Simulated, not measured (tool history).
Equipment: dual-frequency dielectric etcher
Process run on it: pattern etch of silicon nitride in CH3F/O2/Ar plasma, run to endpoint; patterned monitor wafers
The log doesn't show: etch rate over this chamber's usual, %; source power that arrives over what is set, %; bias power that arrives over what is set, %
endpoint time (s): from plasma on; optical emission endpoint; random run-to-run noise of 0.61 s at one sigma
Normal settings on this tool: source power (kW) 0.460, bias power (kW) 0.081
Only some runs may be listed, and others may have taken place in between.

run   hour  source power (kW)  bias power (kW)  wafers since the last listed run  hours since the last wet clean  hours since the last source power generator calibration  hours since the last bias power generator calibration  hours since the last upper electrode change  incoming incoming film thickness, nm  endpoint time (s)
  1    0.0              0.460            0.081                                 0                           277.0                                                   2361.3                                                 2071.0                                       5256.4                                  59.4               80.0
  2    8.7              0.460            0.081                               120                           285.7                                                   2370.0                                                 2079.7                                       5265.1                                  58.3               79.1
  3   19.6              0.460            0.081                               151                           296.6                                                   2380.9                                                 2090.6                                       5276.0                                  58.9               80.2
  4   32.9              0.460            0.081                               184                           309.9                                                   2394.2                                                 2103.9                                       5289.3                                  58.7               80.4
      66.8  -- upper electrode replaced
  5   67.3              0.460            0.081                               144                           344.3                                                   2428.6                                                 2138.3                                          0.5                                  59.5               80.8
  6   67.6              0.460            0.081                                 4                           344.6                                                   2428.9                                                 2138.6                                          0.8                                  58.9               79.3
  7   71.6              0.460            0.081                                55                           348.6                                                   2432.9                                                 2142.6                                          4.8                                  58.5               80.1
  8   84.2              0.460            0.081                               174                           361.2                                                   2445.5                                                 2155.2                                         17.4                                  58.8               81.6
  9   95.6              0.460            0.081                               158                           372.6                                                   2456.9                                                 2166.6                                         28.8                                  58.7               80.5
 10  113.0              0.460            0.081                               241                           390.0                                                   2474.3                                                 2184.0                                         46.2                                  58.7               81.3
 11  128.9              0.460            0.081                               220                           405.9                                                   2490.2                                                 2199.9                                         62.1                                  58.3               79.9
     167.7  -- wet clean of the chamber
 12  168.2              0.460            0.081                               212                             0.5                                                   2529.5                                                 2239.2                                        101.4                                  59.3               77.8
 13  168.6              0.460            0.081                                 5                             0.9                                                   2529.9                                                 2239.6                                        101.8                                  58.5               76.9
 14  170.2              0.380            0.063                                22                             2.5                                                   2531.5                                                 2241.2                                        103.4                                  59.1               93.2
 15  178.1              0.520            0.096                               109                            10.4                                                   2539.4                                                 2249.1                                        111.3                                  59.1               69.2
     184.1  -- bias power generator calibrated
 16  184.6              0.460            0.081                                34                            16.9                                                   2545.9                                                    0.5                                        117.8                                  59.2               78.0
 17  195.7              0.370            0.069                               154                            28.0                                                   2557.0                                                   11.6                                        128.9                                  58.6               91.0
 18  207.2              0.520            0.081                               159                            39.5                                                   2568.5                                                   23.1                                        140.4                                  58.4               72.6
 19  213.9              0.560            0.089                                93                            46.2                                                   2575.2                                                   29.8                                        147.1                                  58.7               68.3
 20  226.5              0.460            0.081                               174                            58.8                                                   2587.8                                                   42.4                                        159.7                                  59.0               78.3
 21  244.8              0.520            0.081                               254                            77.1                                                   2606.1                                                   60.7                                        178.0                                  58.9               72.5
 22  260.6              0.460            0.081                               219                            92.9                                                   2621.9                                                   76.5                                        193.8                                  59.2               78.3
     276.6  -- source power generator calibrated
 23  277.1              0.370            0.081                               173                           109.4                                                      0.5                                                   93.0                                        210.3                                  58.9               88.4
 24  289.6              0.460            0.062                               173                           121.9                                                     13.0                                                  105.5                                        222.8                                  59.1               87.5
 25  299.6              0.410            0.095                               138                           131.9                                                     23.0                                                  115.5                                        232.8                                  59.4               78.0

The next listed run, before its measurement:
 26  310.8              0.390            0.089                               155                           143.1                                                     34.2                                                  126.7                                        244.0                                  58.9                  ?

{"run 26": {"endpoint time (s)": 82.6}}
If the tool had no hidden condition, the same run with the same run-to-run variation would have returned endpoint time (s) 80.6.
